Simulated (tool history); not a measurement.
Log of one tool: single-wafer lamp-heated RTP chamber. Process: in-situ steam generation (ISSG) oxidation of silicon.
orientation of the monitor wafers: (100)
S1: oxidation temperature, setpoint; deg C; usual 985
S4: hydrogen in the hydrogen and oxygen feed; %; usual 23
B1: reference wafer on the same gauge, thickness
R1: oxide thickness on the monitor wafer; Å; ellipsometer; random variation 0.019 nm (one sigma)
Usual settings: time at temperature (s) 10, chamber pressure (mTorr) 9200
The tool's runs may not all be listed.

run 1 hour=0.0 | S1=985 time_at_temperature_(s)=10 chamber_pressure_(mTorr)=9200 S4=23 | B1=4.272 | R1=36.27
run 2 hour=49.4 | S1=985 time_at_temperature_(s)=10 chamber_pressure_(mTorr)=9200 S4=23 | B1=4.279 | R1=35.95
run 3 hour=127.9 | S1=985 time_at_temperature_(s)=10 chamber_pressure_(mTorr)=9200 S4=23 | B1=4.273 | R1=35.95
run 4 hour=202.2 | S1=985 time_at_temperature_(s)=10 chamber_pressure_(mTorr)=9700 S4=23 | B1=4.278 | R1=35.61
run 5 hour=290.8 | S1=985 time_at_temperature_(s)=10 chamber_pressure_(mTorr)=9700 S4=23 | B1=4.281 | R1=35.68
run 6 hour=395.8 | S1=985 time_at_temperature_(s)=10 chamber_pressure_(mTorr)=9700 S4=23 | B1=4.281 | R1=35.88
run 7 hour=494.8 | S1=985 time_at_temperature_(s)=10 chamber_pressure_(mTorr)=8400 S4=23 | B1=4.287 | R1=36.47
run 8 hour=539.5 | S1=985 time_at_temperature_(s)=10 chamber_pressure_(mTorr)=8400 S4=23 | B1=4.271 | R1=36.58
run 9 hour=599.2 | S1=985 time_at_temperature_(s)=10 chamber_pressure_(mTorr)=9200 S4=23 | B1=4.280 | R1=36.10
run 10 hour=643.0 | S1=985 time_at_temperature_(s)=10 chamber_pressure_(mTorr)=9200 S4=23 | B1=4.274 | R1=36.05
run 11 hour=694.7 | S1=992 time_at_temperature_(s)=10 chamber_pressure_(mTorr)=9200 S4=23 | B1=4.275 | R1=36.62
run 12 hour=795.2 | S1=992 time_at_temperature_(s)=10 chamber_pressure_(mTorr)=9200 S4=23 | B1=4.291 | R1=36.90
run 13 hour=854.9 | S1=992 time_at_temperature_(s)=10 chamber_pressure_(mTorr)=9200 S4=23 | B1=4.274 | R1=36.59
-- hour=1041.1 pyrometer window cleaned and pyrometer calibrated
run 14 hour=1043.4 | S1=985 time_at_temperature_(s)=10 chamber_pressure_(mTorr)=9200 S4=23 | B1=4.283 | R1=36.03
run 15 hour=1094.2 | S1=985 time_at_temperature_(s)=10 chamber_pressure_(mTorr)=8300 S4=23 | B1=4.277 | R1=36.55
-- hour=1158.5 gauge calibrated
-- hour=1188.4 hydrogen flow controller replaced
run 16 hour=1188.9 | S1=985 time_at_temperature_(s)=10 chamber_pressure_(mTorr)=9200 S4=23 | B1=4.287 | R1=35.69
run 17 hour=1275.9 | S1=985 time_at_temperature_(s)=11 chamber_pressure_(mTorr)=9200 S4=23 | B1=4.279 | R1=37.55
-- hour=1307.3 pressure gauge zeroed
run 18 hour=1382.5 | S1=996 time_at_temperature_(s)=10 chamber_pressure_(mTorr)=9200 S4=23 | B1=4.281 | R1=37.54
run 19 hour=1465.9 | S1=1003 time_at_temperature_(s)=10 chamber_pressure_(mTorr)=8000 S4=28 | B1=4.280 | R1=40.82
run 20 hour=1538.5 | S1=985 time_at_temperature_(s)=10 chamber_pressure_(mTorr)=9200 S4=23 | B1=4.287 | R1=36.36
run 21 hour=1622.2 | S1=999 time_at_temperature_(s)=8 chamber_pressure_(mTorr)=9200 S4=26 | B1=4.272 | R1=35.24
run 22 hour=1709.7 | S1=985 time_at_temperature_(s)=10 chamber_pressure_(mTorr)=9200 S4=32 | B1=4.283 | R1=39.15
run 23 hour=1796.1 | S1=985 time_at_temperature_(s)=12 chamber_pressure_(mTorr)=10200 S4=17 | B1=4.284 | R1=35.62
run 24 hour=1895.2 | S1=985 time_at_temperature_(s)=10 chamber_pressure_(mTorr)=9200 S4=23 | B1=4.278 | R1=36.06
run 25 hour=1964.0 | S1=969 time_at_temperature_(s)=10 chamber_pressure_(mTorr)=9200 S4=23 | B1=4.278 | R1=34.38
run 26 hour=2042.0 | S1=994 time_at_temperature_(s)=10 chamber_pressure_(mTorr)=9200 S4=28 | B1=4.281 | R1=39.08
run 27 hour=2143.2 | S1=985 time_at_temperature_(s)=10 chamber_pressure_(mTorr)=9200 S4=23 | B1=4.283 | R1=35.96
run 28 hour=2194.2 | S1=966 time_at_temperature_(s)=7 chamber_pressure_(mTorr)=9200 S4=23 | B1=4.278 | R1=30.12
run 29 hour=2299.5 | S1=985 time_at_temperature_(s)=10 chamber_pressure_(mTorr)=9200 S4=23 | B1=4.267 | R1=36.06
run 30 hour=2368.4 | S1=985 time_at_temperature_(s)=10 chamber_pressure_(mTorr)=9200 S4=19 | B1=4.281 | R1=34.24
-- hour=2377.4 pyrometer window cleaned and pyrometer calibrated
run 31 hour=2426.6 | S1=985 time_at_temperature_(s)=10 chamber_pressure_(mTorr)=9200 S4=23 | B1=4.278 | R1=36.20

4 ways to go on from here, each from the tool as it stands after run 31. What would each give?
run A hour=2427.1 | S1=968 time_at_temperature_(s)=10 chamber_pressure_(mTorr)=9200 S4=23 | B1=? | R1=?
run B hour=2427.1 | S1=1000 time_at_temperature_(s)=7 chamber_pressure_(mTorr)=9200 S4=26 | B1=? | R1=?
run C hour=2427.1 | S1=985 time_at_temperature_(s)=6 chamber_pressure_(mTorr)=9200 S4=20 | B1=? | R1=?
run D hour=2427.1 | S1=985 time_at_temperature_(s)=10 chamber_pressure_(mTorr)=8700 S4=23 | B1=? | R1=?

run=A B1=4.279 R1=34.73
run=B B1=4.279 R1=33.97
run=C B1=4.279 R1=28.73
run=D B1=4.279 R1=36.61
Without the tool's hidden state the same runs would have given:
run=A R1=34.73
run=B R1=33.97
run=C R1=28.73
run=D R1=36.61
